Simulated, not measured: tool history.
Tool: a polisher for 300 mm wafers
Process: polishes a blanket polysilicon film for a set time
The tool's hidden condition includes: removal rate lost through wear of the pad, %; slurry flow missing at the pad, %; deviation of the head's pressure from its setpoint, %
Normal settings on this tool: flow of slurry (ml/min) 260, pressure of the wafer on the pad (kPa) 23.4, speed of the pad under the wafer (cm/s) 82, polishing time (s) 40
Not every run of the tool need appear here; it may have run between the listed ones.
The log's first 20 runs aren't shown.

| run | hour | flow of slurry (ml/min) | pressure of the wafer on the pad (kPa) | speed of the pad under the wafer (cm/s) | polishing time (s) | wafers since the last listed run | wafers polished on this pad | hours since the slurry nozzle was cleaned | hours since the head pressure was calibrated | incoming thickness of the incoming film, nm | film removed (angstrom) |
|---|---|---|---|---|---|---|---|---|---|---|---|
| 21 | 227 | 185 | 29 | 72 | 52 | 59 | 1345 | 760 | 772.4 | 1907 | 3538 |
|  | 235.9 | worn pad replaced by a new one |
| 22 | 236.4 | 260 | 28.3 | 82 | 40 | 46 | 4 | 769.4 | 781.8 | 1883.8 | 3315 |
|  | 243.2 | slurry nozzle cleaned |
| 23 | 245.8 | 180 | 27.6 | 106 | 40 | 72 | 76 | 2.6 | 791.2 | 1856.7 | 3997 |
| 24 | 259.7 | 180 | 30.3 | 70 | 45 | 119 | 196 | 16.5 | 805.1 | 1893.2 | 3726 |
| 25 | 268.1 | 210 | 23.4 | 82 | 46 | 72 | 268 | 24.9 | 813.5 | 1912.2 | 3317 |
|  | 280.4 | head pressure recalibrated |
| 26 | 285.4 | 260 | 23.4 | 82 | 47 | 131 | 400 | 42.2 | 5 | 1923.5 | 3390 |
| 27 | 301.3 | 260 | 23.4 | 96 | 40 | 136 | 537 | 58.1 | 20.9 | 1900.6 | 3212 |
| 28 | 317.6 | 260 | 23.4 | 82 | 40 | 140 | 677 | 74.4 | 37.2 | 1925.4 | 2870 |
| 29 | 329.2 | 260 | 23.4 | 58 | 29 | 99 | 777 | 86 | 48.8 | 1874.5 | 1647 |
| 30 | 336.3 | 260 | 23.4 | 82 | 40 | 61 | 838 | 93.1 | 55.9 | 1917.2 | 2833 |
| 31 | 370.2 | 205 | 27.6 | 100 | 47 | 291 | 1130 | 127 | 89.8 | 1887.2 | 4245 |
| 32 | 386.2 | 260 | 23.4 | 82 | 40 | 137 | 1268 | 143 | 105.8 | 1884.6 | 2680 |
|  | 393.2 | worn pad replaced by a new one |
| 33 | 397 | 260 | 23.4 | 82 | 40 | 58 | 33 | 153.8 | 116.6 | 1901.3 | 2916 |
| 34 | 408.2 | 260 | 23.4 | 102 | 40 | 96 | 129 | 165 | 127.8 | 1901.4 | 3357 |
| 35 | 419.7 | 260 | 18.6 | 66 | 40 | 99 | 228 | 176.5 | 139.3 | 1897.1 | 2000 |
| 36 | 432.9 | 260 | 23.4 | 62 | 40 | 113 | 342 | 189.7 | 152.5 | 1871.5 | 2392 |

Each row is a separate what-if for the run after 36, all from the same tool condition, not one after another. Results?
| A | 433.3 | 260 | 23.4 | 108 | 40 | 3 | 345 | 190.1 | 152.9 | 1854.7 | ? |
| B | 433.3 | 260 | 27.6 | 82 | 52 | 3 | 345 | 190.1 | 152.9 | 1854.7 | ? |
| C | 433.3 | 260 | 29.6 | 82 | 52 | 3 | 345 | 190.1 | 152.9 | 1854.7 | ? |
| D | 433.3 | 290 | 15.2 | 58 | 30 | 3 | 345 | 190.1 | 152.9 | 1854.7 | ? |
| E | 433.3 | 290 | 23.4 | 66 | 30 | 3 | 345 | 190.1 | 152.9 | 1854.7 | ? |

| run | film removed (angstrom) |
|---|---|
| A | 3453 |
| B | 4345 |
| C | 4671 |
| D | 1117 |
| E | 1869 |
Stripped of hidden state, with their random variation kept, the same runs would have yielded:
| run | film removed (angstrom) |
|---|---|
| A | 3590 |
| B | 4518 |
| C | 4856 |
| D | 1160 |
| E | 1940 |

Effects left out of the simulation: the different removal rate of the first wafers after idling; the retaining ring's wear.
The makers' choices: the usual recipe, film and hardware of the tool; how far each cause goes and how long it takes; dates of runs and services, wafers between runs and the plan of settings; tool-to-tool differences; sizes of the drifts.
